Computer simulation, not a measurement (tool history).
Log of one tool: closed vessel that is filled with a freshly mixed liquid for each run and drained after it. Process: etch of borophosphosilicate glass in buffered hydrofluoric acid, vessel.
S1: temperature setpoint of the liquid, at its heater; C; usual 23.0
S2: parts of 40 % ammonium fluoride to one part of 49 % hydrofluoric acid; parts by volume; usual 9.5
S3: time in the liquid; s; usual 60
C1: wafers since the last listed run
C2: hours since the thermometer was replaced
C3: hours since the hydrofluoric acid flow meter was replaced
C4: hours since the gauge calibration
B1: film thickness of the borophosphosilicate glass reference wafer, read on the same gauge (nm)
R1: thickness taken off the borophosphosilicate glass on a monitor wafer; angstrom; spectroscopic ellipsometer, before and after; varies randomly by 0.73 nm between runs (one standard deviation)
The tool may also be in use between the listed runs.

run,day,S1,S2,S3,C1,C2,C3,C4,B1,R1
1,0.000,23.0,9.5,60,0,2265.8,140.4,304.1,110.00,724.1
2,2.738,23.0,9.5,60,5208,2331.5,206.1,369.8,110.02,716.3
3,4.412,23.0,10.5,60,3187,2371.7,246.3,410.0,110.01,677.6
4,6.742,23.0,7.0,60,4431,2427.6,302.2,465.9,110.04,987.8
5,7.900,23.0,7.0,60,2204,2455.4,330.0,493.7,109.95,994.8
6,9.754,23.0,9.5,60,3528,2499.9,374.5,538.2,109.96,732.5
7,12.433,23.0,9.5,60,5097,2564.2,438.8,602.5,109.94,725.0
8,14.921,25.5,9.5,60,4733,2623.9,498.5,662.2,109.96,834.5
# day 15.492: thermometer replaced
# day 16.758: hydrofluoric acid flow meter replaced
9,22.629,25.5,9.5,60,14508,171.3,140.9,847.2,110.01,785.5
10,23.992,25.5,9.5,60,2592,204.0,173.6,879.9,110.01,793.1
# day 24.200: thermometer replaced, repeated, since the last time left the tool worse
# day 24.438: gauge calibrated
11,26.042,21.5,11.5,60,3821,44.2,222.8,38.5,109.97,622.6
12,28.671,23.0,7.0,60,5002,107.3,285.9,101.6,110.00,1097.7
13,30.854,23.0,9.5,60,4154,159.7,338.3,154.0,109.97,821.5
14,32.279,26.0,8.0,60,2711,193.9,372.5,188.2,110.01,1123.3
15,33.996,18.5,6.5,75,3266,235.1,413.7,229.4,109.99,1134.7
16,36.867,23.0,9.5,60,5462,304.0,482.6,298.3,109.97,799.7
# day 38.312: hydrofluoric acid flow meter replaced
17,38.512,23.0,7.0,50,3052,343.5,4.8,337.8,109.96,899.0
18,40.033,23.0,9.5,60,2893,380.0,41.3,374.3,109.99,796.1
19,42.408,26.0,9.5,70,4519,437.0,98.3,431.3,110.00,1106.9
20,44.629,23.0,11.0,40,4225,490.3,151.6,484.6,109.97,467.5
21,46.500,23.0,12.5,60,3559,535.2,196.5,529.5,110.02,620.1
22,48.338,25.0,12.0,85,3496,579.3,240.6,573.6,109.94,1016.5
23,49.662,28.0,9.5,95,2521,611.1,272.4,605.4,110.01,1630.7

Predict each of these 3 candidate next runs independently; none follows another, all start after run 23:
A,49.692,27.0,9.5,60,55,611.8,273.1,606.1,?,?
B,49.692,21.0,10.5,45,55,611.8,273.1,606.1,?,?
C,49.692,23.0,12.0,60,55,611.8,273.1,606.1,?,?

run,B1,R1
A,109.97,976.4
B,109.97,488.5
C,109.97,637.3
With no hidden state in the tool, these same runs would have given:
run,R1
A,1001.0
B,501.3
C,653.8
